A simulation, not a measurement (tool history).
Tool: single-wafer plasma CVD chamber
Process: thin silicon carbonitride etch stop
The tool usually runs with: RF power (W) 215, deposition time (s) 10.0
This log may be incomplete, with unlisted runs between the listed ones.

run     day  RF power (W)  deposition time (s)  read-back reference wafer on the same gauge, thickness_nm  mean film thickness on the monitor wafer (angstrom)
  1   0.000           215                 10.0                                                      6.541                                                70.12
  2   0.892           215                 10.0                                                      6.527                                                70.15
  3   1.492           215                 10.0                                                      6.530                                                69.43
  4   2.779           215                  8.4                                                      6.524                                                58.47
  5   5.421           215                  8.4                                                      6.496                                                58.76
  6   6.604           215                  8.4                                                      6.489                                                58.63
  7   7.371           215                 10.0                                                      6.479                                                69.40
  8   8.450           215                 10.0                                                      6.481                                                69.75
     11.200  -- gauge calibrated
  9  11.646           215                 10.0                                                      6.615                                                71.45
 10  12.654           215                 10.0                                                      6.617                                                70.94
 11  13.679           255                 10.0                                                      6.601                                                75.49
     15.562  -- RF generator calibrated
 12  17.729           215                 11.9                                                      6.573                                                84.18
 13  18.771           215                 10.0                                                      6.558                                                70.71
 14  20.021           200                 10.7                                                      6.546                                                72.55
     21.104  -- showerhead replaced
 15  21.396           240                 11.8                                                      6.550                                                86.15
 16  22.450           175                 10.9                                                      6.550                                                71.09
 17  23.800           255                  8.2                                                      6.535                                                60.99
     24.854  -- thermocouple changed; heater temperature recalibrated
 18  24.875           185                 10.0                                                      6.518                                                66.62
 19  25.904           215                  8.1                                                      6.516                                                57.10
 20  30.258           215                 10.0                                                      6.493                                                69.66
 21  31.158           215                 10.0                                                      6.488                                                69.34

For each run, what was the tool's unlogged condition?
wafer temperature above the value expected at the setpoint (K): 0, the same for each run
delivered RF power above the setpoint (%): 0, the same for each run
H1: gauge reads high (%)
run      H1
  1   -1.65
  2   -1.74
  3   -1.79
  4   -1.92
  5   -2.17
  6   -2.28
  7   -2.36
  8   -2.46
  9   -0.47
 10  -0.567
 11  -0.665
 12   -1.05
 13   -1.15
 14   -1.27
 15   -1.41
 16   -1.51
 17   -1.64
 18   -1.74
 19   -1.84
 20   -2.26
 21   -2.34

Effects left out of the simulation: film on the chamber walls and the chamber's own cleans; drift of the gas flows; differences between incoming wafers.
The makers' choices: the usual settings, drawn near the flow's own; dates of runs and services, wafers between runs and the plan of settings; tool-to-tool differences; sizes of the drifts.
